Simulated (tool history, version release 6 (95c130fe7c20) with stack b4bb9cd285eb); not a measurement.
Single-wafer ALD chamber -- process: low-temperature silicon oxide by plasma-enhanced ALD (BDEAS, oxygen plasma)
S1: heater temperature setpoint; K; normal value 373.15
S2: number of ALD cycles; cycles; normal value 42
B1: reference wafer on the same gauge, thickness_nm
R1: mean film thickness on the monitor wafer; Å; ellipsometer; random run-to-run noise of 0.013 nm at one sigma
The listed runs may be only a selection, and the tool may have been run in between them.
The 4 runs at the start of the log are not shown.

run	hour	S1	S2	B1	R1
5	271	367.15	42	6.019	54.79
6	314.4	367.15	42	6.019	54.91
7	382	373.15	42	6.03	53.98
8	447.8	373.15	42	6.036	54.08
9	472.1	373.15	42	6.035	54.03
10	515.4	373.15	42	6.038	53.92
11	543.9	373.15	42	6.05	54.06
12	600.6	373.15	42	6.044	54.38
# hour 609.6: gauge calibrated
13	642.1	373.15	42	6	53.68
14	668.6	373.15	42	5.996	53.71
15	730.1	373.15	42	6.003	53.63
16	756.2	373.15	42	5.997	53.89
17	796.7	373.15	42	5.998	53.49
# hour 818.5: thermocouple changed; heater temperature recalibrated
18	847.2	369.15	48	6.004	62.19
19	881.1	378.15	48	6.006	61.21
20	983.9	373.15	42	6.012	53.87
21	1010.9	373.15	42	6.006	53.87
22	1064.1	373.15	42	6.003	53.56
23	1211.2	373.15	50	6.021	64.25
24	1256.9	382.15	47	6.021	59.33
25	1291.8	365.15	47	6.022	61.76
26	1326.7	362.15	46	6.026	61.06
27	1380.5	373.15	39	6.037	50.02
28	1441.5	366.15	46	6.031	60.48

Run 29 has not been measured yet. What should we expect?
29	1504	367.15	45	?	?

{"run 29": {"B1": 6.042, "R1": 58.77}}
Minus the tool's unlogged condition, the same run would have read R1 58.37 Å.
